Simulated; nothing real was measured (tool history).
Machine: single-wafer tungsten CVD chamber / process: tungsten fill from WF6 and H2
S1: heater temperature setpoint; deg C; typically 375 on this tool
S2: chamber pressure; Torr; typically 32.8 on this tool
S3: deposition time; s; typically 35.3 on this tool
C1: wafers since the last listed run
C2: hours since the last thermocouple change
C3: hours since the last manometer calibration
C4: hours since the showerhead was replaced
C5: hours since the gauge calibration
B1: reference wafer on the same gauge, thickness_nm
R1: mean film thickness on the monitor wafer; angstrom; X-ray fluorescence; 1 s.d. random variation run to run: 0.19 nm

{"run": 1, "hour": 0.0, "S1": 375, "S2": 32.8, "S3": 35.3, "C1": 0, "C2": 1207.5, "C3": 1757.9, "C4": 6158.3, "C5": 938.1, "B1": 78.628, "R1": 632.3}
{"run": 2, "hour": 101.5, "S1": 382, "S2": 32.8, "S3": 35.3, "C1": 2713, "C2": 1309, "C3": 1859.4, "C4": 6259.8, "C5": 1039.6, "B1": 78.596, "R1": 720.14}
{"run": 3, "hour": 162.3, "S1": 382, "S2": 32.8, "S3": 35.3, "C1": 1625, "C2": 1369.8, "C3": 1920.2, "C4": 6320.6, "C5": 1100.4, "B1": 78.623, "R1": 720.72}
{"run": 4, "hour": 209.6, "S1": 382, "S2": 32.8, "S3": 35.3, "C1": 1264, "C2": 1417.1, "C3": 1967.5, "C4": 6367.9, "C5": 1147.7, "B1": 78.633, "R1": 713}
{"run": 5, "hour": 484.3, "S1": 379, "S2": 32.8, "S3": 35.3, "C1": 7342, "C2": 1691.8, "C3": 2242.2, "C4": 6642.6, "C5": 1422.4, "B1": 78.622, "R1": 681.65}
{"run": 6, "hour": 577.5, "S1": 379, "S2": 32.8, "S3": 35.3, "C1": 2491, "C2": 1785, "C3": 2335.4, "C4": 6735.8, "C5": 1515.6, "B1": 78.63, "R1": 679.14}
{"run": 7, "hour": 674.5, "S1": 379, "S2": 32.8, "S3": 35.3, "C1": 2592, "C2": 1882, "C3": 2432.4, "C4": 6832.8, "C5": 1612.6, "B1": 78.644, "R1": 678.05}
{"hour": 695.5, "done": "gauge calibrated"}
{"hour": 747.1, "done": "thermocouple changed; heater temperature recalibrated"}
{"run": 8, "hour": 763.1, "S1": 375, "S2": 32.8, "S3": 35.3, "C1": 2154, "C2": 16, "C3": 2521, "C4": 6921.4, "C5": 67.6, "B1": 78.651, "R1": 651.73}
{"run": 9, "hour": 855.1, "S1": 375, "S2": 32.8, "S3": 35.3, "C1": 2459, "C2": 108, "C3": 2613, "C4": 7013.4, "C5": 159.6, "B1": 78.585, "R1": 649.96}
{"run": 10, "hour": 957.2, "S1": 375, "S2": 32.8, "S3": 35.3, "C1": 2729, "C2": 210.1, "C3": 2715.1, "C4": 7115.5, "C5": 261.7, "B1": 78.629, "R1": 650.23}
{"run": 11, "hour": 1052.4, "S1": 362, "S2": 35.9, "S3": 35.3, "C1": 2544, "C2": 305.3, "C3": 2810.3, "C4": 7210.7, "C5": 356.9, "B1": 78.607, "R1": 518.38}
{"run": 12, "hour": 1140.0, "S1": 379, "S2": 32.8, "S3": 35.3, "C1": 2341, "C2": 392.9, "C3": 2897.9, "C4": 7298.3, "C5": 444.5, "B1": 78.587, "R1": 697.21}
{"hour": 1188.7, "done": "capacitance manometer re-zeroed and calibrated"}
{"run": 13, "hour": 1406.6, "S1": 364, "S2": 25.2, "S3": 40.5, "C1": 6912, "C2": 659.5, "C3": 217.9, "C4": 7564.9, "C5": 711.1, "B1": 78.628, "R1": 572.31}
{"run": 14, "hour": 1511.0, "S1": 375, "S2": 32.8, "S3": 35.3, "C1": 2790, "C2": 763.9, "C3": 322.3, "C4": 7669.3, "C5": 815.5, "B1": 78.607, "R1": 648.64}
{"hour": 1541.4, "done": "showerhead replaced"}
{"run": 15, "hour": 1618.9, "S1": 375, "S2": 32.8, "S3": 28.7, "C1": 2670, "C2": 871.8, "C3": 430.2, "C4": 77.5, "C5": 923.4, "B1": 78.581, "R1": 524.56}
{"run": 16, "hour": 1659.8, "S1": 375, "S2": 32.8, "S3": 30.7, "C1": 1093, "C2": 912.7, "C3": 471.1, "C4": 118.4, "C5": 964.3, "B1": 78.588, "R1": 559.4}
{"run": 17, "hour": 1700.6, "S1": 375, "S2": 32.8, "S3": 35.3, "C1": 1090, "C2": 953.5, "C3": 511.9, "C4": 159.2, "C5": 1005.1, "B1": 78.62, "R1": 640.72}
{"run": 18, "hour": 1848.5, "S1": 375, "S2": 35.3, "S3": 35.3, "C1": 3953, "C2": 1101.4, "C3": 659.8, "C4": 307.1, "C5": 1153, "B1": 78.646, "R1": 652.45}
{"run": 19, "hour": 1901.3, "S1": 386, "S2": 27.6, "S3": 39.3, "C1": 1411, "C2": 1154.2, "C3": 712.6, "C4": 359.9, "C5": 1205.8, "B1": 78.625, "R1": 836.85}
{"run": 20, "hour": 2008.0, "S1": 364, "S2": 32.8, "S3": 37.7, "C1": 2852, "C2": 1260.9, "C3": 819.3, "C4": 466.6, "C5": 1312.5, "B1": 78.593, "R1": 552.14}
{"run": 21, "hour": 2069.9, "S1": 375, "S2": 32.8, "S3": 35.3, "C1": 1654, "C2": 1322.8, "C3": 881.2, "C4": 528.5, "C5": 1374.4, "B1": 78.576, "R1": 636.59}

Exercise: give the hidden state of the tool at every run:
gauge reads high (%): 0, the same for each run
H1: wafer temperature above the value expected at the setpoint (K)
H2: true pressure above the setpoint (%)
run=1 H1=-1.73 H2=-5.77
run=2 H1=-1.78 H2=-5.9
run=3 H1=-1.81 H2=-5.97
run=4 H1=-1.84 H2=-6.03
run=5 H1=-1.94 H2=-6.29
run=6 H1=-1.97 H2=-6.37
run=7 H1=-1.99 H2=-6.44
run=8 H1=0.264 H2=-6.49
run=9 H1=-0.00328 H2=-6.55
run=10 H1=-0.263 H2=-6.6
run=11 H1=-0.474 H2=-6.65
run=12 H1=-0.646 H2=-6.68
run=13 H1=-1.06 H2=-0.642
run=14 H1=-1.18 H2=-1.34
run=15 H1=-1.3 H2=-1.99
run=16 H1=-1.33 H2=-2.22
run=17 H1=-1.37 H2=-2.43
run=18 H1=-1.49 H2=-3.14
run=19 H1=-1.52 H2=-3.37
run=20 H1=-1.59 H2=-3.79
run=21 H1=-1.62 H2=-4.02
